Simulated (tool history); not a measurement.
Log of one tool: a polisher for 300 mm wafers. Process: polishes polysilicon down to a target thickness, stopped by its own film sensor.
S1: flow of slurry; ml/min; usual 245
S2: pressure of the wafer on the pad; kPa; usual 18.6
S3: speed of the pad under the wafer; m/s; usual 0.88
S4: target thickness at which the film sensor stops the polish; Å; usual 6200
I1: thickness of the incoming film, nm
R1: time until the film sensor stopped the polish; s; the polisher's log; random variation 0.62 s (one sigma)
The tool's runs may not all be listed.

run   hour   S1    S2    S3    S4      I1     R1
  1      0  245  18.6  0.88  6200  1172.5   65.4
      12.9  -- worn pad replaced by a new one
  2   29.1  245  18.6  0.88  6200  1168.7     65
  3   40.5  245  18.6  0.88  6200  1162.5   64.5
  4   50.8  290  18.6  0.88  6200  1164.7   64.3
  5     59  290  18.6  0.88  6200  1163.5   64.1
  6   68.3  290  18.6  0.88  6200  1151.7   61.9
  7   77.4  245  18.6  0.88  6200  1170.4   66.6
  8   92.9  190  18.6  0.88  6200  1170.1   66.4
  9  109.5  190  18.6  0.88  6200  1172.2   68.3
 10  121.3  245  18.6  0.88  6200  1185.6     68
     127.8  -- head pressure recalibrated
 11  135.3  245  18.6  0.88  6200  1167.1   65.6
 12  142.2  215  16.5   0.8  7310  1178.2   66.7
     147.5  -- slurry nozzle cleaned
     156.8  -- worn pad replaced by a new one
 13  157.3  245  24.1  1.18  6200  1170.3     38
 14  162.5  290  18.6  0.88  6200  1157.1   62.5
 15  169.2  245  18.6  0.88  6200  1156.4   64.1
 16  182.6  310  18.6  0.58  6200    1176   97.3
 17  190.6  245  18.6   1.1  8090  1148.2   32.8
 18  206.4  175  12.4  0.72  7140  1181.1  104.1
 19  213.4  300  24.8  0.88  6200  1161.4   47.8
 20  226.4  205  18.6  0.88  6890    1175   58.2
 21  235.6  245  18.6     1  7530  1156.6   42.6
 22  249.5  245  18.6  0.88  6200  1161.8   64.9
 23  262.9  205  18.6  0.68  5160  1169.9  102.6

What the log doesn't show, run by run:
removal rate lost through wear of the pad, %: 0 in every run
slurry flow missing at the pad, %: 0 in every run
deviation of the head's pressure from its setpoint, %: 0 in every run

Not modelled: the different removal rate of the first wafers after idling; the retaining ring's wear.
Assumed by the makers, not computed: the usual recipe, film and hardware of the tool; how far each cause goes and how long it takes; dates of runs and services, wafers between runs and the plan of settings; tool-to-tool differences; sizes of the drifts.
